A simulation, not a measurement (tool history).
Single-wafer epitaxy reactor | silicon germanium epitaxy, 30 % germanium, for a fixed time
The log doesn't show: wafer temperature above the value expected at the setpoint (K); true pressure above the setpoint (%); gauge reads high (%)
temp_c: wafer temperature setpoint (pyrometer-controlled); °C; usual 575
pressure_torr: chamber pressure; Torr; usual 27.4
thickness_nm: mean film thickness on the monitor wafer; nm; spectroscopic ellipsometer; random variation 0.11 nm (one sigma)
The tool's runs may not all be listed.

run     day  temp_c  pressure_torr  wafers since the last listed run  hours since the last pyrometer calibration  hours since the last manometer calibration  hours since the showerhead was replaced  hours since the gauge calibration  read-back reference wafer on the same gauge, thickness_nm  thickness_nm
  1       0     568           29.7                                 0                                      1747.9                                      2429.7                                   3444.1                              281.7                                                     45.913        34.443
  2   2.808     571           27.4                               716                                      1815.3                                      2497.1                                   3511.5                              349.1                                                     45.907         35.81
  3   3.833     571           27.4                               261                                      1839.9                                      2521.7                                   3536.1                              373.7                                                     45.909        35.742
  4   6.121     571           27.4                               583                                      1894.8                                      2576.6                                     3591                              428.6                                                     45.893        35.537
  5   7.396     575           30.5                               325                                      1925.4                                      2607.2                                   3621.6                              459.2                                                     45.876        40.756
      8.621  -- gauge calibrated
  6   9.467     575           31.6                               528                                      1975.1                                      2656.9                                   3671.3                               20.3                                                     45.893        41.184
     10.679  -- showerhead replaced, of another model than before
  7  11.258     575           27.4                               372                                      2018.1                                      2699.9                                     13.9                               63.3                                                     45.921        38.817
  8  12.533     563           21.1                               325                                      2048.7                                      2730.5                                     44.5                               93.9                                                     45.911        25.064
     13.083  -- pyrometer calibrated
       14.9  -- capacitance manometer re-zeroed and calibrated
  9  14.921     575           27.4                               439                                        44.1                                         0.5                                    101.8                              151.2                                                     45.891        42.601
 10  16.104     575           27.4                               301                                        72.5                                        28.9                                    130.2                              179.6                                                     45.906        42.406
 11  18.817     575           27.4                               692                                       137.6                                          94                                    195.3                              244.7                                                     45.881        41.954
 12   20.65     581           21.5                               467                                       181.6                                         138                                    239.3                              288.7                                                     45.898        40.701
 13  22.992     569           24.6                               597                                       237.8                                       194.2                                    295.5                              344.9                                                      45.89        34.181
 14  24.117     560           32.5                               287                                       264.8                                       221.2                                    322.5                              371.9                                                     45.903        32.564
 15  25.358     586           34.2                               316                                       294.6                                         251                                    352.3                              401.7                                                     45.862         59.61

Forecast each of these 3 alternatives for the next run:
  A  25.375     585           27.4                                 4                                         295                                       251.4                                    352.7                              402.1                                                          ?             ?
  B  25.375     580             23                                 4                                         295                                       251.4                                    352.7                              402.1                                                          ?             ?
  C  25.375     583             23                                 4                                         295                                       251.4                                    352.7                              402.1                                                          ?             ?

run  read-back reference wafer on the same gauge, thickness_nm  thickness_nm
  A                                                     45.891        51.516
  B                                                     45.891        41.411
  C                                                     45.891        44.205
Without the tool's hidden state the same runs would have given:
run  thickness_nm
  A        52.993
  B        42.615
  C         45.48

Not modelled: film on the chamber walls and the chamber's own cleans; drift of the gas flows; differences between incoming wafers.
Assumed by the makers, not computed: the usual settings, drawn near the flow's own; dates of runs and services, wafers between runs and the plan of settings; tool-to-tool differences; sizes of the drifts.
